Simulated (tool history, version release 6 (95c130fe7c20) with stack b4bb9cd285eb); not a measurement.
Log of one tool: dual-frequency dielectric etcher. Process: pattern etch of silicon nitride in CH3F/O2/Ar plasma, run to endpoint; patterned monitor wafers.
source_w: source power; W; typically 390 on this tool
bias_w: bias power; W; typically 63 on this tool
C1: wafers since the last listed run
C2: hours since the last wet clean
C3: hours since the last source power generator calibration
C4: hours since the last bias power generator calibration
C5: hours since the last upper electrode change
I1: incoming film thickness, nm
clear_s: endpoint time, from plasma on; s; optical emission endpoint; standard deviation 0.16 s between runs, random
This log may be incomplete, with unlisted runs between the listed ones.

run 1 day=0 | source_w=390 bias_w=63 | C1=0 C2=459.5 C3=872.1 C4=3701.3 C5=1904.3 | I1=19.78 | clear_s=31.5
run 2 day=3.646 | source_w=390 bias_w=63 | C1=661 C2=547 C3=959.6 C4=3788.8 C5=1991.8 | I1=19.83 | clear_s=31.9
-- day=4.675 wet clean of the chamber
run 3 day=7.525 | source_w=390 bias_w=63 | C1=522 C2=68.4 C3=1052.7 C4=3881.9 C5=2084.9 | I1=20 | clear_s=31.1
run 4 day=10.454 | source_w=310 bias_w=63 | C1=531 C2=138.7 C3=1123 C4=3952.2 C5=2155.2 | I1=19.88 | clear_s=34.2
run 5 day=13.825 | source_w=310 bias_w=63 | C1=611 C2=219.6 C3=1203.9 C4=4033.1 C5=2236.1 | I1=19.9 | clear_s=34.4
run 6 day=16.146 | source_w=390 bias_w=63 | C1=421 C2=275.3 C3=1259.6 C4=4088.8 C5=2291.8 | I1=20.04 | clear_s=31.9
run 7 day=18.683 | source_w=390 bias_w=63 | C1=460 C2=336.2 C3=1320.5 C4=4149.7 C5=2352.7 | I1=19.82 | clear_s=31.5
run 8 day=23.092 | source_w=330 bias_w=63 | C1=799 C2=442 C3=1426.3 C4=4255.5 C5=2458.5 | I1=19.91 | clear_s=34
-- day=25.4 wet clean of the chamber
run 9 day=25.667 | source_w=330 bias_w=63 | C1=285 C2=6.4 C3=1488.1 C4=4317.3 C5=2520.3 | I1=19.65 | clear_s=34.5
run 10 day=28.929 | source_w=390 bias_w=63 | C1=591 C2=84.7 C3=1566.4 C4=4395.6 C5=2598.6 | I1=19.98 | clear_s=32.6
-- day=29.475 source power generator calibrated
-- day=29.8 bias power generator calibrated
-- day=32.221 upper electrode replaced
run 11 day=32.242 | source_w=390 bias_w=63 | C1=359 C2=164.2 C3=66.4 C4=58.6 C5=0.5 | I1=19.91 | clear_s=32.8
run 12 day=35.462 | source_w=390 bias_w=63 | C1=584 C2=241.5 C3=143.7 C4=135.9 C5=77.8 | I1=19.92 | clear_s=32.7
-- day=37.592 wet clean of the chamber, repeated, since the last time left the tool worse
run 13 day=37.612 | source_w=390 bias_w=47 | C1=208 C2=0.5 C3=195.3 C4=187.5 C5=129.4 | I1=19.79 | clear_s=32.5
run 14 day=40.154 | source_w=350 bias_w=73 | C1=461 C2=61.5 C3=256.3 C4=248.5 C5=190.4 | I1=19.95 | clear_s=31.4
run 15 day=44.512 | source_w=340 bias_w=79 | C1=790 C2=166.1 C3=360.9 C4=353.1 C5=295 | I1=19.88 | clear_s=30.9
run 16 day=48.55 | source_w=390 bias_w=53 | C1=732 C2=263 C3=457.8 C4=450 C5=391.9 | I1=19.7 | clear_s=31.8
run 17 day=50.921 | source_w=440 bias_w=54 | C1=430 C2=319.9 C3=514.7 C4=506.9 C5=448.8 | I1=19.83 | clear_s=30.5
run 18 day=54.912 | source_w=390 bias_w=63 | C1=724 C2=415.7 C3=610.5 C4=602.7 C5=544.6 | I1=19.99 | clear_s=31.6
run 19 day=57.062 | source_w=490 bias_w=63 | C1=390 C2=467.3 C3=662.1 C4=654.3 C5=596.2 | I1=19.84 | clear_s=28.8
-- day=59.379 wet clean of the chamber
run 20 day=61.2 | source_w=300 bias_w=48 | C1=569 C2=43.7 C3=761.4 C4=753.6 C5=695.5 | I1=19.78 | clear_s=36
run 21 day=65.246 | source_w=390 bias_w=63 | C1=734 C2=140.8 C3=858.5 C4=850.7 C5=792.6 | I1=19.82 | clear_s=30.9

Take each entry between the runs: how does the hidden state at the last listed run before it differ from the hidden state at the first listed run after it?
Run 2 -> run 3: wet clean of the chamber (day 4.675)
  etch rate over this chamber's usual, %: -3.08 -> -0.795
  difference, measured minus the result without the unlogged condition, clear_s: +1 -> +0.3 s
Run 8 -> run 9: wet clean of the chamber (day 25.4)
  etch rate over this chamber's usual, %: -2.95 -> -5.25
  difference, measured minus the result without the unlogged condition, clear_s: +1 -> +1.8 s
Run 10 -> run 11: source power generator calibrated (day 29.475); bias power generator calibrated (day 29.8); upper electrode replaced (day 32.221)
  etch rate over this chamber's usual, %: -5.7 -> -6.16
  difference, measured minus the result without the unlogged condition, clear_s: +1.8 -> +2 s
Run 12 -> run 13: wet clean of the chamber, repeated, since the last time left the tool worse (day 37.592)
  etch rate over this chamber's usual, %: -6.61 -> 0.567
  difference, measured minus the result without the unlogged condition, clear_s: +2.1 -> -0.2 s
Run 19 -> run 20: wet clean of the chamber (day 59.379)
  etch rate over this chamber's usual, %: -2.12 -> -0.2
  difference, measured minus the result without the unlogged condition, clear_s: +0.6 -> +0 s
